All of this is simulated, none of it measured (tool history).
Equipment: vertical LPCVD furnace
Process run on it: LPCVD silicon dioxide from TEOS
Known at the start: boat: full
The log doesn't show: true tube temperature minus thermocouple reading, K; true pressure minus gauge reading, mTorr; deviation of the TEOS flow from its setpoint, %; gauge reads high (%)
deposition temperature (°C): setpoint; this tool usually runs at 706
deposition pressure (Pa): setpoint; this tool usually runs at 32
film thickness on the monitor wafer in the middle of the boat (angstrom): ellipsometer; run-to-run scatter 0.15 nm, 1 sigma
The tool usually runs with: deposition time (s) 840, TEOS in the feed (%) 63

run	hour	deposition temperature (°C)	deposition pressure (Pa)	deposition time (s)	TEOS in the feed (%)	wafers since the last listed run	hours since the last temperature calibration	hours since the pressure gauge was zeroed	hours since the TEOS flow controller was replaced	hours since the gauge calibration	read-back reference wafer on the same gauge, thickness	film thickness on the monitor wafer in the middle of the boat (angstrom)
1	0	706	32	840	63	0	1591.7	2099.9	4997	36.5	90.53	980.6
2	35.7	706	32	840	63	757	1627.4	2135.6	5032.7	72.2	90.49	982.1
3	50	706	32	840	63	303	1641.7	2149.9	5047	86.5	90.48	981.9
4	80.4	711	32	660	63	645	1672.1	2180.3	5077.4	116.9	90.5	867.4
5	110.6	711	32	840	63	640	1702.3	2210.5	5107.6	147.1	90.52	1097.8
6	140.3	706	32	840	63	630	1732	2240.2	5137.3	176.8	90.51	982.8
7	165.2	706	32	840	63	528	1756.9	2265.1	5162.2	201.7	90.49	984
8	182.9	706	26.7	840	73	375	1774.6	2282.8	5179.9	219.4	90.48	963.2
# hour 210.6: TEOS flow controller replaced
9	279	706	26.7	840	73	1529	1870.7	2378.9	68.4	315.5	90.5	965.6
10	303.6	706	26.7	840	73	522	1895.3	2403.5	93	340.1	90.53	968
11	323.9	706	32	840	63	430	1915.6	2423.8	113.3	360.4	90.53	985.8
# hour 330.4: gauge calibrated
12	337.6	706	38	840	63	290	1929.3	2437.5	127	7.2	90.5	1082.9
13	356.2	711	32	540	58	394	1947.9	2456.1	145.6	25.8	90.5	681.5
14	371.5	700	32	990	56	324	1963.2	2471.4	160.9	41.1	90.48	955.4
# hour 432.6: thermocouples replaced and temperature profile calibrated
# hour 444.7: pressure gauge zeroed
15	445.2	706	28.7	840	63	797	12.6	0.5	234.6	114.8	90.46	935.5
16	462.8	706	32	540	63	373	30.2	18.1	252.2	132.4	90.49	633.6
17	478.9	714	32	1020	75	341	46.3	34.2	268.3	148.5	90.49	1568.2
18	503.3	706	32	840	63	517	70.7	58.6	292.7	172.9	90.51	988.2
19	538.2	706	32	840	55	740	105.6	93.5	327.6	207.8	90.49	921.5
20	563.6	706	32	840	63	538	131	118.9	353	233.2	90.55	985.7
21	578.9	706	32	840	63	324	146.3	134.2	368.3	248.5	90.48	982.7
22	591	706	32	840	63	256	158.4	146.3	380.4	260.6	90.5	982.3

Below are 4 alternative next runs, each starting from the tool's condition after run 22. Predict each:
A	594.6	706	32	840	63	76	162	149.9	384	264.2	?	?
B	594.6	706	36	840	60	76	162	149.9	384	264.2	?	?
C	594.6	715	28	1170	73	76	162	149.9	384	264.2	?	?
D	594.6	717	26	840	63	76	162	149.9	384	264.2	?	?

run	read-back reference wafer on the same gauge, thickness	film thickness on the monitor wafer in the middle of the boat (angstrom)
A	90.52	983.2
B	90.52	1018.4
C	90.52	1690.8
D	90.52	1136.1
What these runs would have given with no unlogged condition in the tool:
run	film thickness on the monitor wafer in the middle of the boat (angstrom)
A	986.6
B	1021.2
C	1698.2
D	1141.7
